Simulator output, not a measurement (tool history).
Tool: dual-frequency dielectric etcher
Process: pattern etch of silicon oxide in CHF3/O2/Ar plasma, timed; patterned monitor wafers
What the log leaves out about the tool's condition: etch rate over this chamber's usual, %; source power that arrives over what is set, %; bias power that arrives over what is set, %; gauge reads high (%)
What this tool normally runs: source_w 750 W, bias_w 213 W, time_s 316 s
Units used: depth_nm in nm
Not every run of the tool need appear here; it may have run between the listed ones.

| run | day | source_w | bias_w | time_s | wafers since the last listed run | hours since the last wet clean | hours since the last source power generator calibration | hours since the last bias power generator calibration | hours since the last upper electrode change | hours since the gauge calibration | read-back reference wafer on the same gauge, depth_nm | depth_nm |
|---|---|---|---|---|---|---|---|---|---|---|---|---|
| 1 | 0.000 | 750 | 213 | 316 | 0 | 38.7 | 998.5 | 1706.6 | 4933.3 | 552.4 | 681.4 | 684.9 |
| 2 | 3.729 | 750 | 213 | 316 | 514 | 128.2 | 1088.0 | 1796.1 | 5022.8 | 641.9 | 680.9 | 686.6 |
| 3 | 14.804 | 750 | 213 | 316 | 1527 | 394.0 | 1353.8 | 2061.9 | 5288.6 | 907.7 | 680.5 | 704.2 |
|  | 17.783 | gauge calibrated |
|  | 18.521 | bias power generator calibrated |
| 4 | 18.542 | 750 | 213 | 316 | 492 | 483.7 | 1443.5 | 0.5 | 5378.3 | 18.2 | 678.8 | 716.7 |
|  | 20.121 | wet clean of the chamber |
|  | 20.150 | upper electrode replaced |
| 5 | 20.650 | 750 | 213 | 316 | 148 | 12.7 | 1494.1 | 51.1 | 12.0 | 68.8 | 679.9 | 672.3 |
| 6 | 23.579 | 750 | 213 | 316 | 404 | 83.0 | 1564.4 | 121.4 | 82.3 | 139.1 | 681.1 | 683.0 |
|  | 24.504 | source power generator calibrated |
| 7 | 26.625 | 750 | 213 | 316 | 397 | 156.1 | 50.9 | 194.5 | 155.4 | 212.2 | 681.6 | 683.8 |
| 8 | 30.071 | 640 | 244 | 398 | 475 | 238.8 | 133.6 | 277.2 | 238.1 | 294.9 | 680.2 | 820.3 |
| 9 | 34.533 | 750 | 213 | 316 | 615 | 345.9 | 240.7 | 384.3 | 345.2 | 402.0 | 680.3 | 693.1 |
| 10 | 38.921 | 620 | 167 | 316 | 605 | 451.2 | 346.0 | 489.6 | 450.5 | 507.3 | 679.5 | 576.6 |

Estimate the outcome of run 11 from the log above:
|  | 40.879 | wet clean of the chamber |
| 11 | 41.488 | 750 | 213 | 316 | 216 | 14.6 | 407.6 | 551.2 | 512.1 | 568.9 | ? | ? |

{"run 11": {"read-back reference wafer on the same gauge, depth_nm": 680.6, "depth_nm": 681.4}}
The same run, on a tool lacking any hidden state, would have yielded depth_nm 674.8 nm.
